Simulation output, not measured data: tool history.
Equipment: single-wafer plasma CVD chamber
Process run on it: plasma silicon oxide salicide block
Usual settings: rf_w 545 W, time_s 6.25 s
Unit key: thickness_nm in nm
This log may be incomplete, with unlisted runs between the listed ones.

run	hour	rf_w	time_s	read-back reference wafer on the same gauge, thickness_nm	thickness_nm
1	0.0	545	6.25	64.101	64.450
2	54.5	545	6.25	64.136	64.349
3	121.1	545	6.25	64.176	64.229
4	161.1	545	6.25	64.215	64.686
5	199.4	545	6.25	64.203	64.265
6	261.0	545	6.25	64.261	64.803
7	320.2	545	6.25	64.358	64.440
8	352.8	575	5.95	64.378	62.843
9	406.4	575	5.95	64.442	63.121
10	448.1	575	5.95	64.497	62.933
11	496.6	545	6.25	64.536	64.701
# hour 507.9: showerhead replaced
12	524.9	545	6.25	64.552	64.603
13	583.2	545	6.25	64.611	64.637
14	647.9	545	6.86	64.702	71.270
15	696.6	545	6.86	64.769	71.122
16	759.4	545	6.81	64.831	70.637
17	789.7	545	6.25	64.866	65.126
18	819.8	545	6.25	64.946	65.186
19	884.2	545	5.67	65.026	59.173
20	946.0	510	6.92	65.079	70.043
21	983.0	655	7.04	65.180	79.623
22	1010.2	545	6.25	65.177	65.187
23	1034.3	545	6.25	65.237	65.476
24	1082.0	545	6.25	65.305	65.577
# hour 1108.4: gauge calibrated
# hour 1143.6: RF generator calibrated
25	1144.1	545	6.25	64.040	64.315
26	1192.7	635	6.25	64.015	68.552
27	1231.3	610	6.25	64.024	67.434
28	1294.6	585	5.12	64.053	54.191
29	1337.7	510	5.87	64.044	58.691
30	1377.9	640	6.67	64.047	73.327
31	1420.8	585	5.25	64.056	55.648
32	1461.8	465	5.03	64.072	48.155
33	1498.3	625	6.64	64.097	72.407

Below are 4 alternative next runs, each starting from the tool's condition after run 33. Predict each:
A	1498.7	545	6.25	?	?
B	1498.7	610	7.01	?	?
C	1498.7	600	7.06	?	?
D	1498.7	645	7.11	?	?

run	read-back reference wafer on the same gauge, thickness_nm	thickness_nm
A	64.070	64.225
B	64.070	75.556
C	64.070	75.575
D	64.070	78.407
The same runs, with their run-to-run variation unchanged, on a tool lacking any hidden condition would have given:
run	thickness_nm
A	63.938
B	75.219
C	75.237
D	78.057
